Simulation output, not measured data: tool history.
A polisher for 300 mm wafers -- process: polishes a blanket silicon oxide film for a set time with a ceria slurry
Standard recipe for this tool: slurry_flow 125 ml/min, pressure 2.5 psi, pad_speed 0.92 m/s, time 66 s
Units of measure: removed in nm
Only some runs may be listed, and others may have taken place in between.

run,hour,slurry_flow,pressure,pad_speed,time,wafers since the last listed run,wafers polished on this pad,hours since the slurry nozzle was cleaned,hours since the head pressure was calibrated,"incoming thickness of the incoming film, nm",removed
1,0.0,125,2.5,0.92,66,0,1245,178.5,1133.9,761.1,182.4
2,33.0,125,2.5,0.92,66,395,1641,211.5,1166.9,751.7,183.8
# hour 63.4: worn pad replaced by a new one
3,67.6,125,2.5,0.92,66,367,49,246.1,1201.5,755.8,182.1
4,97.2,125,2.5,0.92,66,355,404,275.7,1231.1,763.4,182.2
5,112.0,125,2.5,0.92,66,177,582,290.5,1245.9,760.2,182.7
6,147.1,125,2.5,1.04,66,421,1003,325.6,1281.0,769.6,201.7
7,165.4,125,2.5,1.04,66,219,1223,343.9,1299.3,767.4,205.2
8,193.7,125,2.5,0.92,66,339,1562,372.2,1327.6,765.4,182.7
# hour 205.5: worn pad replaced by a new one
9,219.4,125,2.5,0.92,66,260,166,397.9,1353.3,764.9,181.2
10,243.4,125,2.5,0.92,80,287,454,421.9,1377.3,761.2,221.8
11,256.4,125,2.5,0.92,80,155,610,434.9,1390.3,756.8,220.0
12,286.8,125,3.0,0.92,66,364,975,465.3,1420.7,762.8,209.1
13,320.5,125,2.5,0.76,66,404,1379,499.0,1454.4,753.5,157.1
14,334.3,125,2.5,0.76,66,165,1544,512.8,1468.2,769.4,155.1
15,353.6,125,2.5,0.92,66,231,1776,532.1,1487.5,754.3,183.0
# hour 368.0: worn pad replaced by a new one
16,371.9,165,2.9,1.18,77,171,46,550.4,1505.8,746.1,309.2
# hour 393.4: slurry nozzle cleaned
17,393.9,140,2.5,0.64,82,251,298,0.5,1527.8,762.7,174.0
18,427.5,150,2.5,0.72,66,403,701,34.1,1561.4,756.4,154.8
19,456.6,125,2.5,0.92,66,349,1050,63.2,1590.5,763.1,183.1
20,485.8,125,2.5,0.84,66,350,1400,92.4,1619.7,760.1,168.7
# hour 499.9: worn pad replaced by a new one
# hour 500.4: head pressure recalibrated
21,509.2,125,2.5,0.92,75,226,106,115.8,8.8,762.6,222.7
22,529.2,125,2.5,0.92,66,239,345,135.8,28.8,758.5,193.4
23,545.3,125,2.5,0.92,66,193,539,151.9,44.9,753.4,193.4
24,557.7,145,1.7,0.92,82,148,687,164.3,57.3,772.8,185.3
25,592.2,125,2.5,0.92,66,413,1101,198.8,91.8,750.0,189.7
26,608.3,125,2.2,0.82,66,193,1294,214.9,107.9,765.4,157.4
27,637.8,165,2.5,1.04,56,353,1648,244.4,137.4,759.6,186.9
# hour 663.9: worn pad replaced by a new one
28,664.4,125,3.4,0.92,58,271,5,271.0,164.0,759.6,214.9
29,691.7,125,2.5,1.14,66,327,333,298.3,191.3,756.3,225.2
30,710.0,125,1.8,1.16,86,219,552,316.6,209.6,763.9,229.0
31,731.9,110,2.5,0.74,66,262,815,338.5,231.5,759.3,152.4

Describe how what the log doesn't record of the tool's condition differs between the last listed run preceding each entry between runs and the first listed run following it.
Between runs 2 and 3: worn pad replaced by a new one (hour 63.4)
  deviation of the head's pressure from its setpoint, %: -9.29 -> -9.37
  difference, measured minus the result without the unlogged condition, removed: -15.0 -> -15.0 nm
Between runs 8 and 9: worn pad replaced by a new one (hour 205.5)
  deviation of the head's pressure from its setpoint, %: -9.62 -> -9.67
  difference, measured minus the result without the unlogged condition, removed: -15.4 -> -15.4 nm
Between runs 15 and 16: worn pad replaced by a new one (hour 368.0)
  deviation of the head's pressure from its setpoint, %: -9.86 -> -9.89
  difference, measured minus the result without the unlogged condition, removed: -15.9 -> -26.9 nm
Between runs 16 and 17: slurry nozzle cleaned (hour 393.4)
  deviation of the head's pressure from its setpoint, %: -9.89 -> -9.91
  difference, measured minus the result without the unlogged condition, removed: -26.9 -> -15.2 nm
Between runs 20 and 21: worn pad replaced by a new one (hour 499.9); head pressure recalibrated (hour 500.4)
  deviation of the head's pressure from its setpoint, %: -10 -> -2.23
  difference, measured minus the result without the unlogged condition, removed: -14.8 -> -4.2 nm
Between runs 27 and 28: worn pad replaced by a new one (hour 663.9)
  deviation of the head's pressure from its setpoint, %: -5.07 -> -5.57
  difference, measured minus the result without the unlogged condition, removed: -8.0 -> -10.2 nm

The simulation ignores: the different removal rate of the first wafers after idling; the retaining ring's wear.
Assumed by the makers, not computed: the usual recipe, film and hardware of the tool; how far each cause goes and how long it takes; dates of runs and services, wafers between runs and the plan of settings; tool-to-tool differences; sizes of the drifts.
